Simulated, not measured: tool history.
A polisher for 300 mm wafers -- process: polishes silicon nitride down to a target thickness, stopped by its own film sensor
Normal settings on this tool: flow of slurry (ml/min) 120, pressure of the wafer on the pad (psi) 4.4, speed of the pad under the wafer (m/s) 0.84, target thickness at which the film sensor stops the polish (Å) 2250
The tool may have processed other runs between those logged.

run	hour	flow of slurry (ml/min)	pressure of the wafer on the pad (psi)	speed of the pad under the wafer (m/s)	target thickness at which the film sensor stops the polish (Å)	wafers since the last listed run	wafers polished on this pad	hours since the slurry nozzle was cleaned	hours since the head pressure was calibrated	incoming thickness of the incoming film, nm	time until the film sensor stopped the polish (s)
1	0	120	4.4	0.84	2250	0	121	408.9	475.7	471	143.2
2	34.5	120	4.4	0.84	2250	185	306	443.4	510.2	472.9	147.4
3	48.4	120	4.4	0.84	2250	74	381	457.3	524.1	484.5	153.6
4	69.5	120	4.4	0.84	2460	113	494	478.4	545.2	482.1	141.7
5	83.7	120	4.4	0.84	2250	76	570	492.6	559.4	471.9	152.3
6	97.3	120	4.4	0.84	2250	73	643	506.2	573	473	157
7	121.3	120	4.4	0.84	2250	128	772	530.2	597	478.6	166.2
# hour 143.3: worn pad replaced by a new one
8	150.4	120	4.4	0.84	2250	134	38	559.3	626.1	471.5	137.8
9	173.1	150	3	0.84	1360	121	159	582	648.8	483.2	286.3
10	200.2	95	4.8	0.74	2910	145	305	609.1	675.9	479.5	114.3

What does the tool deliver on the next run?
11	219.1	120	4.4	0.84	2250	101	406	628	694.8	486.7	?

Run 11 came out at time until the film sensor stopped the polish (s) 152.4.
Minus the tool's unlogged condition, the same run would have read time until the film sensor stopped the polish (s) 145.8.

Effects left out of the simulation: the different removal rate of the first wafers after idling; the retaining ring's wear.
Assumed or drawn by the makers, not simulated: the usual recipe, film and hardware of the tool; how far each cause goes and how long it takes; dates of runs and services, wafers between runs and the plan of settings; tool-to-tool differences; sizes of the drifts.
